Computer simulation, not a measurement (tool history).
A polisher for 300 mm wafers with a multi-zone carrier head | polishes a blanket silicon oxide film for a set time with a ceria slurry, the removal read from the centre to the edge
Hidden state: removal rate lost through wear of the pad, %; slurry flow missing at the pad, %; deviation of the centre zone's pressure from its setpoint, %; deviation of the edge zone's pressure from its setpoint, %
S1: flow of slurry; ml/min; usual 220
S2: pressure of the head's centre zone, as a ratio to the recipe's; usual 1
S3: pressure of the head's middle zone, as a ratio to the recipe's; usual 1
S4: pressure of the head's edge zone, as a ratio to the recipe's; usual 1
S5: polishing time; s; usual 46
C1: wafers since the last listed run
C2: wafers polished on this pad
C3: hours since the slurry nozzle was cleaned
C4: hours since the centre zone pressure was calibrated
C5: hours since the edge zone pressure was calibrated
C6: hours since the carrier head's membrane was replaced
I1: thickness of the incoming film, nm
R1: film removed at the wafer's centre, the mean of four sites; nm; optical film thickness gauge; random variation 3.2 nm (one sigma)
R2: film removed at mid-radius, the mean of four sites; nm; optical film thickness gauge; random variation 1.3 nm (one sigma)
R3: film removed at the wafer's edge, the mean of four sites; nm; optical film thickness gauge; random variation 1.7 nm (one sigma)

Run 1, hour 0: usual settings but S1 175 ml/min; C1 0; C2 921; C3 674.7; C4 881.7; C5 280.3; C6 733.9; I1 860.3. Result: R1 192.3 nm, R2 188.3 nm, R3 195.9 nm.
Run 2, hour 6.3: usual settings; C1 94; C2 1016; C3 681; C4 888; C5 286.6; C6 740.2; I1 864. Result: R1 190.5 nm, R2 194 nm, R3 198.5 nm.
At hour 16: worn pad replaced by a new one.
Run 3, hour 20.2: usual settings; C1 149; C2 63; C3 694.9; C4 901.9; C5 300.5; C6 754.1; I1 876.6. Result: R1 207.6 nm, R2 213 nm, R3 216.7 nm.
Run 4, hour 31.5: usual settings; C1 170; C2 233; C3 706.2; C4 913.2; C5 311.8; C6 765.4; I1 868.5. Result: R1 209.5 nm, R2 206.9 nm, R3 214.4 nm.
Run 5, hour 46.4: usual settings; C1 224; C2 458; C3 721.1; C4 928.1; C5 326.7; C6 780.3; I1 881.6. Result: R1 206.8 nm, R2 203.5 nm, R3 209.1 nm.
Run 6, hour 68.7: usual settings; C1 335; C2 793; C3 743.4; C4 950.4; C5 349; C6 802.6; I1 869.2. Result: R1 196.5 nm, R2 197.7 nm, R3 196.9 nm.
Run 7, hour 81: usual settings; C1 185; C2 979; C3 755.7; C4 962.7; C5 361.3; C6 814.9; I1 881.5. Result: R1 192.1 nm, R2 192.7 nm, R3 194.1 nm.
Run 8, hour 93.9: usual settings but S5 58 s; C1 194; C2 1173; C3 768.6; C4 975.6; C5 374.2; C6 827.8; I1 881.9. Result: R1 233 nm, R2 236.7 nm, R3 242.6 nm.
At hour 100.9: worn pad replaced by a new one.
Run 9, hour 103.2: usual settings but S5 58 s; C1 79; C2 34; C3 777.9; C4 984.9; C5 383.5; C6 837.1; I1 883. Result: R1 271.7 nm, R2 270.3 nm, R3 274.5 nm.
At hour 109.4: slurry nozzle cleaned.
At hour 123.3: carrier head's membrane replaced by a new one.
Run 10, hour 123.8: usual settings; C1 219; C2 254; C3 14.4; C4 1005.5; C5 404.1; C6 0.5; I1 859.8. Result: R1 207.4 nm, R2 207.4 nm, R3 212.7 nm.
Run 11, hour 128.7: usual settings but S1 200 ml/min, S3 1.07, S5 59 s; C1 73; C2 328; C3 19.3; C4 1010.4; C5 409; C6 5.4; I1 873.4. Result: R1 271.7 nm, R2 271.4 nm, R3 268.2 nm.
Run 12, hour 140.2: usual settings but S3 0.89, S5 61 s; C1 173; C2 501; C3 30.8; C4 1021.9; C5 420.5; C6 16.9; I1 865.3. Result: R1 274.5 nm, R2 249.6 nm, R3 272.6 nm.
Run 13, hour 151.8: usual settings; C1 174; C2 676; C3 42.4; C4 1033.5; C5 432.1; C6 28.5; I1 874.7. Result: R1 198.6 nm, R2 200.9 nm, R3 204.1 nm.
At hour 161.2: centre zone pressure recalibrated.
Run 14, hour 161.7: usual settings but S1 195 ml/min, S3 0.9; C1 118; C2 795; C3 52.3; C4 0.5; C5 442; C6 38.4; I1 874.2. Result: R1 195.1 nm, R2 180.4 nm, R3 197.2 nm.
At hour 171.6: edge zone pressure recalibrated.
Run 15, hour 172.1: usual settings but S2 1.05, S3 0.94; C1 126; C2 921; C3 62.7; C4 10.9; C5 0.5; C6 48.8; I1 854.1. Result: R1 199.1 nm, R2 186.2 nm, R3 194.6 nm.
At hour 178.1: worn pad replaced by a new one.
Run 16, hour 178.6: usual settings but S1 290 ml/min, S4 1.08; C1 37; C2 8; C3 69.2; C4 17.4; C5 7; C6 55.3; I1 870.7. Result: R1 223.7 nm, R2 222.3 nm, R3 233.5 nm.
Run 17, hour 210.6: usual settings but S2 0.92, S3 1.1; C1 481; C2 489; C3 101.2; C4 49.4; C5 39; C6 87.3; I1 869.9. Result: R1 195.9 nm, R2 217.6 nm, R3 209.6 nm.
Run 18, hour 223.7: usual settings but S2 1.1, S3 1.1, S4 1.11, S5 62 s; C1 197; C2 686; C3 114.3; C4 62.5; C5 52.1; C6 100.4; I1 860.5. Result: R1 294.2 nm, R2 285.7 nm, R3 286.8 nm.
Run 19, hour 235.5: usual settings but S5 55 s; C1 177; C2 864; C3 126.1; C4 74.3; C5 63.9; C6 112.2; I1 870. Result: R1 237.1 nm, R2 237.2 nm, R3 237.7 nm.

3 ways to go on from here, each from the tool as it stands after run 19. What would each give?
Run A, hour 235.9: usual settings but S1 160 ml/min; C1 6; C2 870; C3 126.5; C4 74.7; C5 64.3; C6 112.6; I1 859.3. Result: R1 ?, R2 ?, R3 ?.
Run B, hour 235.9: usual settings but S4 0.93, S5 59 s; C1 6; C2 870; C3 126.5; C4 74.7; C5 64.3; C6 112.6; I1 859.3. Result: R1 ?, R2 ?, R3 ?.
Run C, hour 235.9: usual settings but S1 165 ml/min, S2 1.09, S4 1.03, S5 39 s; C1 6; C2 870; C3 126.5; C4 74.7; C5 64.3; C6 112.6; I1 859.3. Result: R1 ?, R2 ?, R3 ?.

run     R1     R2     R3
  A  186.2  188.1  195.3
  B  250.3  251.6  249.5
  C  171.3  160.1  168.5
Without the tool's hidden state the same runs would have given:
run     R1     R2     R3
  A  204.5  206.6  214.5
  B  274.9  276.4  274.1
  C  188.2  175.9  185.1
